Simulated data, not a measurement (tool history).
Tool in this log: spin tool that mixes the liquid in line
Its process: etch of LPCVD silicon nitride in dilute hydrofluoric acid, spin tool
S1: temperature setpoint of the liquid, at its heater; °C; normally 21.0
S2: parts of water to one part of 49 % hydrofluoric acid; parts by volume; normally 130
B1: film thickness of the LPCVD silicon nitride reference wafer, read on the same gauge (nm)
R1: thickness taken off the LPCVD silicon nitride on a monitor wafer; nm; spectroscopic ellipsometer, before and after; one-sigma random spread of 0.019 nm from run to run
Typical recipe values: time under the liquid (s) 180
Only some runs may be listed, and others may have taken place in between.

run 1 hour=0.0 | S1=21.0 S2=170 time_under_the_liquid_(s)=180 | B1=59.987 | R1=0.542
run 2 hour=10.9 | S1=21.0 S2=170 time_under_the_liquid_(s)=180 | B1=59.976 | R1=0.527
run 3 hour=23.7 | S1=21.0 S2=170 time_under_the_liquid_(s)=180 | B1=59.955 | R1=0.514
run 4 hour=31.2 | S1=21.0 S2=130 time_under_the_liquid_(s)=180 | B1=60.015 | R1=0.697
run 5 hour=48.5 | S1=21.0 S2=130 time_under_the_liquid_(s)=180 | B1=60.001 | R1=0.691
run 6 hour=61.1 | S1=18.0 S2=130 time_under_the_liquid_(s)=180 | B1=59.994 | R1=0.554
run 7 hour=68.5 | S1=18.0 S2=130 time_under_the_liquid_(s)=180 | B1=60.003 | R1=0.566
run 8 hour=78.9 | S1=21.0 S2=130 time_under_the_liquid_(s)=180 | B1=60.020 | R1=0.701
run 9 hour=90.9 | S1=21.0 S2=130 time_under_the_liquid_(s)=180 | B1=60.016 | R1=0.680
-- hour=100.5 gauge calibrated
run 10 hour=106.8 | S1=21.0 S2=130 time_under_the_liquid_(s)=180 | B1=60.037 | R1=0.734
run 11 hour=122.9 | S1=25.5 S2=105 time_under_the_liquid_(s)=145 | B1=60.044 | R1=0.897
run 12 hour=139.7 | S1=21.0 S2=130 time_under_the_liquid_(s)=140 | B1=59.960 | R1=0.510
run 13 hour=146.5 | S1=19.0 S2=70 time_under_the_liquid_(s)=105 | B1=59.964 | R1=0.638
-- hour=148.7 hydrofluoric acid flow meter replaced
run 14 hour=157.4 | S1=21.0 S2=130 time_under_the_liquid_(s)=220 | B1=60.016 | R1=0.806
-- hour=170.1 thermometer replaced
run 15 hour=172.7 | S1=21.0 S2=130 time_under_the_liquid_(s)=180 | B1=59.992 | R1=0.657
run 16 hour=186.7 | S1=24.0 S2=85 time_under_the_liquid_(s)=180 | B1=60.025 | R1=1.283
run 17 hour=196.9 | S1=21.0 S2=130 time_under_the_liquid_(s)=180 | B1=60.006 | R1=0.686
run 18 hour=206.7 | S1=21.0 S2=165 time_under_the_liquid_(s)=180 | B1=60.038 | R1=0.531
run 19 hour=218.0 | S1=23.0 S2=190 time_under_the_liquid_(s)=215 | B1=59.981 | R1=0.635

What if the next run were any one of these 3? Each begins from the tool's condition after run 19:
run A hour=218.5 | S1=21.0 S2=130 time_under_the_liquid_(s)=180 | B1=? | R1=?
run B hour=218.5 | S1=21.0 S2=130 time_under_the_liquid_(s)=240 | B1=? | R1=?
run C hour=218.5 | S1=18.0 S2=95 time_under_the_liquid_(s)=130 | B1=? | R1=?

run=A B1=60.038 R1=0.695
run=B B1=60.038 R1=0.926
run=C B1=60.038 R1=0.555
Take away the tool's hidden state, keep each run's random variation, and the runs would have read:
run=A R1=0.695
run=B R1=0.926
run=C R1=0.555

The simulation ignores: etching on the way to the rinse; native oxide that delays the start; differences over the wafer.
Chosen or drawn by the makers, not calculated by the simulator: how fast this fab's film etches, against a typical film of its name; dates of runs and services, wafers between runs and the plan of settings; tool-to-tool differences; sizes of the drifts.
